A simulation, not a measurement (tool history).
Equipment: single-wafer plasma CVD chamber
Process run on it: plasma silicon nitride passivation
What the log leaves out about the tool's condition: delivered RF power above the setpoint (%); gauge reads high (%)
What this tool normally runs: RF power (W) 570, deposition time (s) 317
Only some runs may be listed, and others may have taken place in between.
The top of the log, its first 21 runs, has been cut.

run	hour	RF power (W)	deposition time (s)	wafers since the last listed run	hours since the last RF generator calibration	hours since the showerhead was replaced	hours since the gauge calibration	read-back reference wafer on the same gauge, thickness_nm	mean film thickness on the monitor wafer (angstrom)
22	288	570	263	94	50	7162.7	13.3	562.25	4120.83
23	295.8	535	339	60	57.8	7170.5	21.1	561.955	5223.23
24	310.9	570	317	117	72.9	7185.6	36.2	562.503	5010.88
# hour 319.8: showerhead replaced
25	326.1	650	374	56	88.1	6.3	51.4	561.973	6106.4
26	335.1	570	317	70	97.1	15.3	60.4	562.663	4970.87
27	345.5	485	282	80	107.5	25.7	70.8	562.182	4241.6
28	362.7	460	356	133	124.7	42.9	88	562.165	5259.15
29	379	625	373	126	141	59.2	104.3	561.542	5988.52
30	410.2	640	333	242	172.2	90.4	135.5	562.136	5380.69
31	422.8	670	317	98	184.8	103	148.1	561.898	5145.11
32	429.6	525	260	52	191.6	109.8	154.9	562.058	3953.37
33	447.1	610	317	136	209.1	127.3	172.4	561.865	5038.42
34	462.3	655	317	118	224.3	142.5	187.6	561.625	5145.5
35	480.4	670	281	140	242.4	160.6	205.7	562.281	4562.98
36	488.9	665	269	66	250.9	169.1	214.2	562.345	4379.35
37	539.2	645	285	391	301.2	219.4	264.5	561.56	4578.28
38	548.1	570	317	69	310.1	228.3	273.4	561.954	4929.84
39	580.5	465	376	252	342.5	260.7	305.8	561.676	5544.06
40	591.9	670	346	88	353.9	272.1	317.2	562.019	5581.79
41	608.7	505	344	130	370.7	288.9	334	562.254	5155.04
42	615	570	317	49	377	295.2	340.3	561.893	4910.39
43	630	660	380	116	392	310.2	355.3	562.212	6114.94
44	638.1	570	317	63	400.1	318.3	363.4	561.676	4906.46

Each row is a separate what-if for the run after 44, all from the same tool condition, not one after another. Results?
A	638.6	570	360	3	400.6	318.8	363.9	?	?
B	638.6	570	283	3	400.6	318.8	363.9	?	?
C	638.6	570	370	3	400.6	318.8	363.9	?	?
D	638.6	630	292	3	400.6	318.8	363.9	?	?

run	read-back reference wafer on the same gauge, thickness_nm	mean film thickness on the monitor wafer (angstrom)
A	561.593	5569.45
B	561.593	4378.2
C	561.593	5724.15
D	561.593	4640.64
Stripped of hidden state, with their random variation kept, the same runs would have yielded:
run	mean film thickness on the monitor wafer (angstrom)
A	5673.61
B	4460.09
C	5831.21
D	4727.43
